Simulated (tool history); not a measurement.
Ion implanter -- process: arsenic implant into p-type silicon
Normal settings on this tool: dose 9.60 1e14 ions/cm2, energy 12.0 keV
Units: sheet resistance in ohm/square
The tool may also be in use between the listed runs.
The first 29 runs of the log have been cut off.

run,hour,dose,energy,wafers since the last listed run,hours since the last dose calibration,hours since the extraction supply was calibrated,hours since the gauge calibration,"read-back reference wafer on the same gauge, sheet resistance",sheet resistance
30,1696.2,7.94,8.0,501,486.8,458.7,986.5,140.03,160.44
31,1721.1,10.70,9.0,251,511.7,483.6,1011.4,140.01,134.42
32,1761.7,9.60,12.0,410,552.3,524.2,1052.0,140.13,138.87
33,1791.5,9.60,15.0,301,582.1,554.0,1081.8,139.99,134.35
34,1824.1,9.60,12.0,329,614.7,586.6,1114.4,140.01,138.26
35,1856.9,8.48,16.0,331,647.5,619.4,1147.2,139.88,143.90
# hour 1986.0: gauge calibrated
36,2052.7,11.80,8.0,1978,843.3,815.2,66.7,140.05,128.17
37,2081.5,11.87,13.0,290,872.1,844.0,95.5,140.04,122.49

Consider 4 possible next runs. They are alternatives, not a sequence: every one starts from the tool as it was left by run 37. What does each give?
A,2081.9,10.52,12.0,4,872.5,844.4,95.9,?,?
B,2081.9,7.43,12.0,4,872.5,844.4,95.9,?,?
C,2081.9,11.04,9.0,4,872.5,844.4,95.9,?,?
D,2081.9,7.17,8.0,4,872.5,844.4,95.9,?,?

run,"read-back reference wafer on the same gauge, sheet resistance",sheet resistance
A,139.89,129.84
B,139.89,159.65
C,139.89,130.58
D,139.89,168.30
Without the tool's unlogged condition, the same runs would have read:
run,sheet resistance
A,131.50
B,162.28
C,132.09
D,171.02
